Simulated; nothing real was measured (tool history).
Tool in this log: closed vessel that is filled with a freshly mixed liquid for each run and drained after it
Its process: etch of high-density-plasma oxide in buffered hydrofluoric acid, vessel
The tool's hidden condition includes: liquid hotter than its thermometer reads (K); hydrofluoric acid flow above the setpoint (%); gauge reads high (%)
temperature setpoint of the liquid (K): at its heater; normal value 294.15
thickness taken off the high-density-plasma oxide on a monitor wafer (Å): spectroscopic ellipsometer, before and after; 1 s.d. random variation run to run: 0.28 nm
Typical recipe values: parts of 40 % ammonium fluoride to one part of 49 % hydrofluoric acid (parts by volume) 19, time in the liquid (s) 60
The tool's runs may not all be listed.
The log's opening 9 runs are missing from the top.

run     day  temperature setpoint of the liquid (K)  parts of 40 % ammonium fluoride to one part of 49 % hydrofluoric acid (parts by volume)  time in the liquid (s)  wafers since the last listed run  hours since the thermometer was replaced  hours since the hydrofluoric acid flow meter was replaced  hours since the gauge calibration  read-back film thickness of the high-density-plasma oxide reference wafer, read on the same gauge (nm)  thickness taken off the high-density-plasma oxide on a monitor wafer (Å)
 10  19.954                                  294.15                                                                                       19                      60                              7251                                     319.2                                                     1624.1                              767.1                                                                                                   89.99                                                                     438.3
 11  22.392                                  294.15                                                                                       19                      60                              7455                                     377.7                                                     1682.6                              825.6                                                                                                   90.04                                                                     447.6
 12  23.779                                  294.15                                                                                       19                      60                              4244                                     411.0                                                     1715.9                              858.9                                                                                                   89.97                                                                     443.8
 13  25.975                                  294.15                                                                                       19                      60                              6716                                     463.7                                                     1768.6                              911.6                                                                                                   90.00                                                                     446.6
     27.662  -- hydrofluoric acid flow meter replaced
 14  27.925                                  294.15                                                                                       19                      60                              5837                                     510.5                                                        6.3                              958.4                                                                                                   89.99                                                                     432.7
 15  29.554                                  294.15                                                                                       19                      60                              4983                                     549.6                                                       45.4                              997.5                                                                                                   89.97                                                                     435.8
 16  32.488                                  294.15                                                                                       19                      60                              8972                                     620.0                                                      115.8                             1067.9                                                                                                   90.04                                                                     444.5
     32.767  -- thermometer replaced
 17  34.421                                  294.15                                                                                       19                      95                              5786                                      39.7                                                      162.2                             1114.3                                                                                                   89.99                                                                     652.4

For run 18, what comes out?
 18  36.662                                  294.15                                                                                       19                      90                              6856                                      93.5                                                      216.0                             1168.1                                                                                                       ?                                                                         ?

read-back film thickness of the high-density-plasma oxide reference wafer, read on the same gauge (nm): 89.99
thickness taken off the high-density-plasma oxide on a monitor wafer (Å): 630.8
The same run, on a tool lacking any hidden state, would have yielded thickness taken off the high-density-plasma oxide on a monitor wafer (Å) 619.5.
